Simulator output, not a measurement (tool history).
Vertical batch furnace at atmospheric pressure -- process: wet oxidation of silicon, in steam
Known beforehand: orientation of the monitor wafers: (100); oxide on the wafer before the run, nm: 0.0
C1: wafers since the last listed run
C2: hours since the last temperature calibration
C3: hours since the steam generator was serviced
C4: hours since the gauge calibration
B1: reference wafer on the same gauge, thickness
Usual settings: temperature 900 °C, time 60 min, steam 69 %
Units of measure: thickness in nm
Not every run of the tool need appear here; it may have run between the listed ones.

run 1 hour=0 | temperature=900 time=60 steam=69 | C1=0 C2=2514 C3=2644.3 C4=345.6 | B1=91.01 | thickness=111.24
run 2 hour=23.5 | temperature=900 time=60 steam=69 | C1=285 C2=2537.5 C3=2667.8 C4=369.1 | B1=91.03 | thickness=111.47
run 3 hour=37.6 | temperature=900 time=60 steam=69 | C1=171 C2=2551.6 C3=2681.9 C4=383.2 | B1=91.07 | thickness=112.42
run 4 hour=53.3 | temperature=900 time=60 steam=69 | C1=190 C2=2567.3 C3=2697.6 C4=398.9 | B1=90.9 | thickness=112.59
-- hour=143.1 steam generator serviced
run 5 hour=143.6 | temperature=892 time=60 steam=74 | C1=805 C2=2657.6 C3=0.5 C4=489.2 | B1=91.03 | thickness=106.47
run 6 hour=151.4 | temperature=892 time=60 steam=74 | C1=94 C2=2665.4 C3=8.3 C4=497 | B1=91.03 | thickness=105.91
run 7 hour=171.1 | temperature=892 time=60 steam=74 | C1=239 C2=2685.1 C3=28 C4=516.7 | B1=91.04 | thickness=107.3
-- hour=180.2 gauge calibrated
run 8 hour=205 | temperature=900 time=60 steam=69 | C1=412 C2=2719 C3=61.9 C4=24.8 | B1=90.92 | thickness=113.41
run 9 hour=223.4 | temperature=900 time=60 steam=69 | C1=223 C2=2737.4 C3=80.3 C4=43.2 | B1=90.89 | thickness=112.74
run 10 hour=239.1 | temperature=900 time=60 steam=69 | C1=190 C2=2753.1 C3=96 C4=58.9 | B1=91.05 | thickness=111.58
-- hour=269.6 thermocouples replaced and temperature profile calibrated
run 11 hour=272 | temperature=924 time=60 steam=69 | C1=108 C2=2.4 C3=128.9 C4=91.8 | B1=90.88 | thickness=151.95
run 12 hour=300.4 | temperature=920 time=83.5 steam=58 | C1=345 C2=30.8 C3=157.3 C4=120.2 | B1=91.08 | thickness=169.08
run 13 hour=331.3 | temperature=900 time=60 steam=69 | C1=375 C2=61.7 C3=188.2 C4=151.1 | B1=90.88 | thickness=111.98
run 14 hour=347.1 | temperature=884 time=84 steam=72 | C1=192 C2=77.5 C3=204 C4=166.9 | B1=91 | thickness=124.65
run 15 hour=376.8 | temperature=879 time=60 steam=69 | C1=360 C2=107.2 C3=233.7 C4=196.6 | B1=91.08 | thickness=81.01
run 16 hour=400.5 | temperature=883 time=60 steam=73 | C1=288 C2=130.9 C3=257.4 C4=220.3 | B1=91.09 | thickness=90.2
run 17 hour=423.8 | temperature=914 time=32 steam=62 | C1=283 C2=154.2 C3=280.7 C4=243.6 | B1=90.93 | thickness=69.29
run 18 hour=454.5 | temperature=876 time=44 steam=69 | C1=373 C2=184.9 C3=311.4 C4=274.3 | B1=91.12 | thickness=57.59

Consider 5 possible next runs. They are alternatives, not a sequence: every one starts from the tool as it was left by run 18. What does each give?
run A hour=459.7 | temperature=900 time=60 steam=75 | C1=63 C2=190.1 C3=316.6 C4=279.5 | B1=? | thickness=?
run B hour=459.7 | temperature=900 time=60 steam=61 | C1=63 C2=190.1 C3=316.6 C4=279.5 | B1=? | thickness=?
run C hour=459.7 | temperature=922 time=42 steam=60 | C1=63 C2=190.1 C3=316.6 C4=279.5 | B1=? | thickness=?
run D hour=459.7 | temperature=879 time=73.5 steam=72 | C1=63 C2=190.1 C3=316.6 C4=279.5 | B1=? | thickness=?
run E hour=459.7 | temperature=913 time=75 steam=75 | C1=63 C2=190.1 C3=316.6 C4=279.5 | B1=? | thickness=?

run=A B1=91.07 thickness=121.82
run=B B1=91.07 thickness=100.76
run=C B1=91.07 thickness=96.26
run=D B1=91.07 thickness=102.28
run=E B1=91.07 thickness=176.69
Stripped of hidden state, with their random variation kept, the same runs would have yielded:
run=A thickness=121.82
run=B thickness=100.76
run=C thickness=96.26
run=D thickness=102.28
run=E thickness=176.69
